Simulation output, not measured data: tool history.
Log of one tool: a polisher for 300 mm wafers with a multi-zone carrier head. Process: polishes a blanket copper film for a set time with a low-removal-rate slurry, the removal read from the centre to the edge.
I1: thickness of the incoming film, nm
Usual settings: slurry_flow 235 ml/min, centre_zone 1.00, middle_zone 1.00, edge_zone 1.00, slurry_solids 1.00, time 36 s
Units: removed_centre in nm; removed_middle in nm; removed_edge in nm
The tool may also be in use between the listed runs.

run 1 hour=0.0 | slurry_flow=160 centre_zone=1.10 middle_zone=1.00 edge_zone=1.07 slurry_solids=1.00 time=36 | I1=1458.2 | removed_centre=169.5 removed_middle=172.2 removed_edge=178.5
run 2 hour=30.8 | slurry_flow=235 centre_zone=1.00 middle_zone=1.00 edge_zone=1.00 slurry_solids=1.00 time=48 | I1=1438.9 | removed_centre=224.2 removed_middle=236.5 removed_edge=242.1
-- hour=37.6 centre zone pressure recalibrated
run 3 hour=96.3 | slurry_flow=235 centre_zone=1.00 middle_zone=1.00 edge_zone=0.92 slurry_solids=1.00 time=36 | I1=1421.2 | removed_centre=172.3 removed_middle=175.4 removed_edge=171.7
run 4 hour=148.2 | slurry_flow=235 centre_zone=1.00 middle_zone=1.00 edge_zone=1.06 slurry_solids=1.00 time=36 | I1=1468.4 | removed_centre=168.8 removed_middle=175.2 removed_edge=180.3
run 5 hour=212.6 | slurry_flow=235 centre_zone=1.00 middle_zone=1.00 edge_zone=0.90 slurry_solids=1.00 time=36 | I1=1444.9 | removed_centre=165.9 removed_middle=171.8 removed_edge=167.8
run 6 hour=267.3 | slurry_flow=235 centre_zone=1.00 middle_zone=1.00 edge_zone=1.00 slurry_solids=1.00 time=40 | I1=1428.8 | removed_centre=183.7 removed_middle=189.8 removed_edge=192.4
-- hour=296.2 slurry nozzle cleaned
run 7 hour=324.6 | slurry_flow=235 centre_zone=1.07 middle_zone=1.00 edge_zone=1.00 slurry_solids=1.00 time=36 | I1=1421.1 | removed_centre=169.8 removed_middle=168.8 removed_edge=173.2
-- hour=406.2 worn pad replaced by a new one
run 8 hour=436.7 | slurry_flow=235 centre_zone=1.00 middle_zone=1.00 edge_zone=1.00 slurry_solids=1.00 time=25 | I1=1461.4 | removed_centre=118.9 removed_middle=123.1 removed_edge=122.1
run 9 hour=465.4 | slurry_flow=235 centre_zone=1.00 middle_zone=0.97 edge_zone=1.11 slurry_solids=1.00 time=36 | I1=1417.3 | removed_centre=170.8 removed_middle=171.3 removed_edge=188.5
-- hour=513.9 edge zone pressure recalibrated
run 10 hour=520.9 | slurry_flow=280 centre_zone=0.92 middle_zone=1.00 edge_zone=1.00 slurry_solids=1.00 time=36 | I1=1427.2 | removed_centre=164.0 removed_middle=178.8 removed_edge=182.4
run 11 hour=551.4 | slurry_flow=235 centre_zone=1.00 middle_zone=1.00 edge_zone=1.00 slurry_solids=1.00 time=36 | I1=1447.9 | removed_centre=164.7 removed_middle=176.2 removed_edge=175.7
-- hour=595.9 carrier head's membrane replaced by a new one
run 12 hour=599.1 | slurry_flow=160 centre_zone=1.00 middle_zone=0.95 edge_zone=1.08 slurry_solids=1.00 time=36 | I1=1420.5 | removed_centre=158.7 removed_middle=160.1 removed_edge=175.5
-- hour=640.4 centre zone pressure recalibrated
run 13 hour=640.9 | slurry_flow=235 centre_zone=1.00 middle_zone=1.00 edge_zone=1.00 slurry_solids=1.00 time=36 | I1=1447.6 | removed_centre=174.2 removed_middle=173.2 removed_edge=175.2
run 14 hour=679.1 | slurry_flow=235 centre_zone=1.00 middle_zone=1.00 edge_zone=1.00 slurry_solids=1.00 time=36 | I1=1476.8 | removed_centre=170.6 removed_middle=171.2 removed_edge=172.2
run 15 hour=713.9 | slurry_flow=235 centre_zone=0.97 middle_zone=1.00 edge_zone=1.00 slurry_solids=1.00 time=28 | I1=1457.5 | removed_centre=130.9 removed_middle=133.8 removed_edge=134.8
run 16 hour=760.2 | slurry_flow=235 centre_zone=1.00 middle_zone=1.00 edge_zone=1.00 slurry_solids=1.00 time=36 | I1=1433.4 | removed_centre=165.0 removed_middle=168.0 removed_edge=172.1
run 17 hour=794.5 | slurry_flow=235 centre_zone=1.00 middle_zone=1.10 edge_zone=1.09 slurry_solids=1.00 time=36 | I1=1452.5 | removed_centre=162.8 removed_middle=186.6 removed_edge=178.4
run 18 hour=866.2 | slurry_flow=235 centre_zone=1.00 middle_zone=1.05 edge_zone=1.00 slurry_solids=1.00 time=36 | I1=1456.6 | removed_centre=159.2 removed_middle=174.1 removed_edge=169.6
-- hour=889.9 slurry nozzle cleaned
-- hour=969.8 worn pad replaced by a new one
run 19 hour=1028.0 | slurry_flow=235 centre_zone=1.00 middle_zone=1.04 edge_zone=1.00 slurry_solids=1.00 time=36 | I1=1455.7 | removed_centre=169.0 removed_middle=184.3 removed_edge=181.5
run 20 hour=1073.7 | slurry_flow=305 centre_zone=1.00 middle_zone=1.00 edge_zone=1.00 slurry_solids=1.10 time=36 | I1=1456.9 | removed_centre=172.6 removed_middle=185.6 removed_edge=182.7

5 ways to go on from here, each from the tool as it stands after run 20. What would each give?
run A hour=1074.1 | slurry_flow=235 centre_zone=1.00 middle_zone=1.00 edge_zone=1.00 slurry_solids=1.00 time=36 | I1=1429.7 | removed_centre=? removed_middle=? removed_edge=?
run B hour=1074.1 | slurry_flow=160 centre_zone=1.03 middle_zone=0.94 edge_zone=0.94 slurry_solids=1.00 time=36 | I1=1429.7 | removed_centre=? removed_middle=? removed_edge=?
run C hour=1074.1 | slurry_flow=290 centre_zone=0.96 middle_zone=1.00 edge_zone=1.00 slurry_solids=1.15 time=31 | I1=1429.7 | removed_centre=? removed_middle=? removed_edge=?
run D hour=1074.1 | slurry_flow=235 centre_zone=1.00 middle_zone=1.10 edge_zone=1.00 slurry_solids=1.25 time=36 | I1=1429.7 | removed_centre=? removed_middle=? removed_edge=?
run E hour=1074.1 | slurry_flow=235 centre_zone=1.00 middle_zone=1.05 edge_zone=1.07 slurry_solids=0.85 time=36 | I1=1429.7 | removed_centre=? removed_middle=? removed_edge=?

run=A removed_centre=168.9 removed_middle=175.4 removed_edge=179.5
run=B removed_centre=164.3 removed_middle=160.1 removed_edge=169.7
run=C removed_centre=148.6 removed_middle=157.6 removed_edge=160.5
run=D removed_centre=175.6 removed_middle=197.6 removed_edge=186.2
run=E removed_centre=164.6 removed_middle=178.1 removed_edge=180.3
Without the tool's hidden state the same runs would have given:
run=A removed_centre=184.6 removed_middle=178.5 removed_edge=182.7
run=B removed_centre=179.5 removed_middle=162.9 removed_edge=172.7
run=C removed_centre=162.4 removed_middle=160.4 removed_edge=163.4
run=D removed_centre=191.9 removed_middle=201.1 removed_edge=189.6
run=E removed_centre=179.9 removed_middle=181.3 removed_edge=183.6
